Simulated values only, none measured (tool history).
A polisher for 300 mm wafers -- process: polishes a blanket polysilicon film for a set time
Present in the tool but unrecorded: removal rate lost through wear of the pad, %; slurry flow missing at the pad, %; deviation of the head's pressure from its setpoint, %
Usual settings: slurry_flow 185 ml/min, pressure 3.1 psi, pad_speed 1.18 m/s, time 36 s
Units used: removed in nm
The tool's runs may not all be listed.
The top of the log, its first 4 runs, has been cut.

run    hour  slurry_flow  pressure  pad_speed  time  wafers since the last listed run  wafers polished on this pad  hours since the slurry nozzle was cleaned  hours since the head pressure was calibrated  incoming thickness of the incoming film, nm  removed
  5   229.5          185       3.1       1.18    36                              1215                         3664                                      379.1                                         719.3                                       1081.4    336.3
  6   302.4          185       3.1       1.18    36                              1062                         4727                                        452                                         792.2                                       1079.7    333.5
  7   338.8          185       3.1       1.18    36                               530                         5257                                      488.4                                         828.6                                       1074.9    335.6
  8     377          185       3.1       1.18    36                               556                         5814                                      526.6                                         866.8                                         1076    334.3
  9     458          185       3.1       1.18    36                              1180                         6994                                      607.6                                         947.8                                       1073.9    333.8
 10   548.5          185       3.1       1.18    36                              1318                         8313                                      698.1                                        1038.3                                       1087.3    331.5
 11   647.4          185       3.1       1.18    36                              1441                         9754                                        797                                        1137.2                                       1080.1    326.9
      725.5  -- worn pad replaced by a new one
 12   749.7          185       3.1       1.18    27                              1432                          352                                      899.3                                        1239.5                                       1073.2    244.5
      810.9  -- slurry nozzle cleaned
      813.4  -- head pressure recalibrated
 13   833.5          185       3.1        1.5    36                              1177                         1529                                       22.6                                          20.1                                         1062    432.1
 14   908.1          185       3.1       1.54    46                              1087                         2616                                       97.2                                          94.7                                       1084.4    575.8
 15   969.3          170       3.5       0.92    31                               891                         3508                                      158.4                                         155.9                                       1080.2      256
 16  1031.9          185       3.1       1.18    36                               912                         4421                                        221                                         218.5                                       1076.5    340.4
 17  1131.9          185       3.1       1.58    36                              1457                         5878                                        321                                         318.5                                       1069.5      459
 18  1168.2          155       2.5       1.36    39                               528                         6407                                      357.3                                         354.8                                       1057.2    332.8
 19  1229.9          185       3.1       1.36    42                               899                         7306                                        419                                         416.5                                       1080.1    457.6
 20  1452.2          185       2.4       1.18    36                              3239                        10545                                      641.3                                         638.8                                       1068.1    259.3
     1577.6  -- worn pad replaced by a new one
     1598.9  -- slurry nozzle cleaned
 21  1600.4          225       3.1       1.34    24                              2086                          318                                        1.5                                           787                                       1081.3    258.5
 22  1695.5          185       3.1       1.18    36                              1385                         1703                                       96.6                                         882.1                                       1062.3      334
 23  1928.4          185       3.1       0.96    36                              3393                         5097                                      329.5                                          1115                                       1084.5    263.9
     1963.4  -- head pressure recalibrated
 24  1972.4          125       3.7       1.42    39                               612                         5709                                      373.5                                             9                                       1059.6    494.8
 25  2054.7          185       3.1       1.18    36                              1199                         6909                                      455.8                                          91.3                                       1096.9    348.3
 26  2346.4          185       3.1        0.8    36                              4250                        11160                                      747.5                                           383                                       1064.1    234.1
 27  2402.3          205       3.1        1.5    23                               814                        11974                                      803.4                                         438.9                                       1075.6    281.5
 28    2479          185       3.1       1.18    36                              1117                        13092                                      880.1                                         515.6                                       1078.7    341.7

Run 29 comes next. What will it give?
     2527.8  -- slurry nozzle cleaned
     2562.7  -- worn pad replaced by a new one
 29  2563.2          220       3.1       1.18    36                              1154                            7                                       35.4                                         599.8                                       1088.9        ?

{"run 29": {"removed": 352.8}}
Take away the tool's hidden state, keep the run-to-run variation as it was, and the same run would have given removed 356 nm.
